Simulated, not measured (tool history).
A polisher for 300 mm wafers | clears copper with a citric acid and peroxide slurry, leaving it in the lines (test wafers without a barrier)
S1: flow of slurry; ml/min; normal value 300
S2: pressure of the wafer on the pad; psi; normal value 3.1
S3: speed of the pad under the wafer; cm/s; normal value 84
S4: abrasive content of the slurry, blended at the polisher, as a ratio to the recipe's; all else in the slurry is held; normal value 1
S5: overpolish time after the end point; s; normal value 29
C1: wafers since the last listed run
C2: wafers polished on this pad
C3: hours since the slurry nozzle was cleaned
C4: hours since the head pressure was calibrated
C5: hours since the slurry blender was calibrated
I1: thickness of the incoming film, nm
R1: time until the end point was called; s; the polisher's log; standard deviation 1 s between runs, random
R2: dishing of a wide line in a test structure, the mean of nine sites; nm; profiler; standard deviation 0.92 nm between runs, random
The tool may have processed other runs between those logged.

run,hour,S1,S2,S3,S4,S5,C1,C2,C3,C4,C5,I1,R1,R2
1,0,300,2.6,84,1,33,0,692,367.3,563.6,29.4,226.1,127.4,37.5
# hour 29.9: worn pad replaced by a new one
2,30.4,300,2.6,84,1,33,245,4,397.7,594,59.8,225.3,127.8,37.1
3,43.1,300,2.3,84,1,29,118,123,410.4,606.7,72.5,220.2,132.9,29.8
4,60.8,300,2.3,84,1,29,164,287,428.1,624.4,90.2,225.1,137.7,31.4
5,88.6,300,3.1,74,1,29,258,546,455.9,652.2,118,221.5,123.8,33.2
6,105.9,300,3.1,74,1,29,161,708,473.2,669.5,135.3,223.2,127.9,34.2
# hour 113.3: slurry blender recalibrated
7,123.1,300,3.8,70,1,29,141,849,490.4,686.7,9.8,225.8,118.4,33.7
# hour 128.1: worn pad replaced by a new one
8,140.5,300,3.1,84,1,29,124,115,507.8,704.1,27.2,221.6,116.5,33.8
# hour 149.1: head pressure recalibrated
# hour 172.2: slurry nozzle cleaned
9,172.8,300,3.1,84,1,29,272,388,0.6,23.7,59.5,225.2,105.3,38.4
10,202.5,355,3.6,84,1.1,22,276,664,30.3,53.4,89.2,227.4,92.8,34.2
# hour 227.5: worn pad replaced by a new one
11,233,300,3.4,84,1.15,29,246,51,60.8,83.9,119.7,226,97.1,40.8
12,255.1,355,2.8,74,1.2,29,205,257,82.9,106,141.8,226.7,117.9,34.6
# hour 267.7: slurry blender recalibrated
13,279.7,300,2.4,84,0.75,29,210,467,107.5,130.6,12,228.4,132.2,31.6

Run 14 comes next. What will it give?
14,303.8,300,3.1,84,1,29,224,692,131.6,154.7,36.1,227.7,?,?

{"run 14": {"R1": 107.4, "R2": 39.1}}
If the tool had no hidden condition, the same run with the same run-to-run variation would have returned R1 106.6 s, R2 39.3 nm.
